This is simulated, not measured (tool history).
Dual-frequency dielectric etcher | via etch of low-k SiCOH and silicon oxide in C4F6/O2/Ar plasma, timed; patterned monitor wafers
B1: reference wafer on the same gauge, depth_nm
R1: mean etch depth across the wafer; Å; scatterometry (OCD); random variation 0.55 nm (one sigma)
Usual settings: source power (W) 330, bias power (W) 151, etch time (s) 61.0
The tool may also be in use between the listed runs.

Run 1, hour 0.0: usual settings; B1 164.1. Result: R1 1650 Å.
At hour 201.8: wet clean of the chamber.
Run 2, hour 213.8: usual settings but source power (W) 360; B1 164.0. Result: R1 1682 Å.
Run 3, hour 278.9: usual settings but source power (W) 360; B1 164.0. Result: R1 1670 Å.
Run 4, hour 379.1: usual settings but source power (W) 360; B1 164.1. Result: R1 1675 Å.
Run 5, hour 419.3: usual settings; B1 164.2. Result: R1 1634 Å.
Run 6, hour 462.4: usual settings; B1 164.0. Result: R1 1638 Å.
Run 7, hour 529.6: usual settings; B1 164.0. Result: R1 1642 Å.
Run 8, hour 607.4: usual settings but source power (W) 390, bias power (W) 113, etch time (s) 75.5; B1 163.9. Result: R1 2034 Å.
At hour 661.7: bias power generator calibrated.
Run 9, hour 663.5: usual settings but source power (W) 250, bias power (W) 181; B1 164.0. Result: R1 1544 Å.
Run 10, hour 768.1: usual settings but bias power (W) 161; B1 164.0. Result: R1 1691 Å.
Run 11, hour 844.0: usual settings but source power (W) 360, etch time (s) 69.0; B1 164.0. Result: R1 1953 Å.
At hour 933.4: wet clean of the chamber.
Run 12, hour 951.5: usual settings; B1 164.1. Result: R1 1622 Å.
Run 13, hour 1000.6: usual settings but source power (W) 300; B1 164.1. Result: R1 1577 Å.
At hour 1081.5: upper electrode replaced.
Run 14, hour 1082.0: usual settings but source power (W) 370; B1 163.9. Result: R1 1712 Å.
Run 15, hour 1155.7: usual settings but etch time (s) 70.5; B1 164.1. Result: R1 1892 Å.
Run 16, hour 1237.9: usual settings but source power (W) 370; B1 164.1. Result: R1 1728 Å.
Run 17, hour 1289.9: usual settings but bias power (W) 161, etch time (s) 78.0; B1 164.0. Result: R1 2150 Å.
Run 18, hour 1348.5: usual settings but source power (W) 370, bias power (W) 187, etch time (s) 54.0; B1 164.0. Result: R1 1623 Å.
Run 19, hour 1408.9: usual settings; B1 164.0. Result: R1 1670 Å.
Run 20, hour 1482.9: usual settings; B1 164.1. Result: R1 1664 Å.
At hour 1693.3: wet clean of the chamber.
At hour 1749.7: source power generator calibrated.
Run 21, hour 1797.7: usual settings but source power (W) 390, bias power (W) 168, etch time (s) 70.0; B1 164.0. Result: R1 2032 Å.
At hour 1800.5: gauge calibrated.
Run 22, hour 1895.1: usual settings but source power (W) 350, bias power (W) 135, etch time (s) 46.0; B1 164.0. Result: R1 1207 Å.
Run 23, hour 1957.3: usual settings but etch time (s) 69.0; B1 164.0. Result: R1 1826 Å.
Run 24, hour 2035.1: usual settings but source power (W) 370, etch time (s) 51.0; B1 164.0. Result: R1 1413 Å.
Run 25, hour 2079.8: usual settings but source power (W) 280, bias power (W) 123; B1 164.0. Result: R1 1448 Å.
Run 26, hour 2121.9: usual settings but bias power (W) 184; B1 164.0. Result: R1 1718 Å.
At hour 2336.2: wet clean of the chamber.
Run 27, hour 2337.0: usual settings; B1 163.9. Result: R1 1595 Å.
Run 28, hour 2416.7: usual settings but source power (W) 400, bias power (W) 123, etch time (s) 70.5; B1 164.0. Result: R1 1895 Å.
Run 29, hour 2491.6: usual settings but source power (W) 400, etch time (s) 66.0; B1 164.0. Result: R1 1880 Å.
Run 30, hour 2587.3: usual settings but source power (W) 400, etch time (s) 45.5; B1 164.2. Result: R1 1302 Å.

Forecast each of these 3 alternatives for the next run:
Run A, hour 2587.7: usual settings; B1 ?. Result: R1 ?.
Run B, hour 2587.7: usual settings but etch time (s) 46.0; B1 ?. Result: R1 ?.
Run C, hour 2587.7: usual settings but etch time (s) 46.5; B1 ?. Result: R1 ?.

run     B1    R1
  A  164.0  1614
  B  164.0  1217
  C  164.0  1231
Without the tool's hidden state the same runs would have given:
run    R1
  A  1594
  B  1202
  C  1215
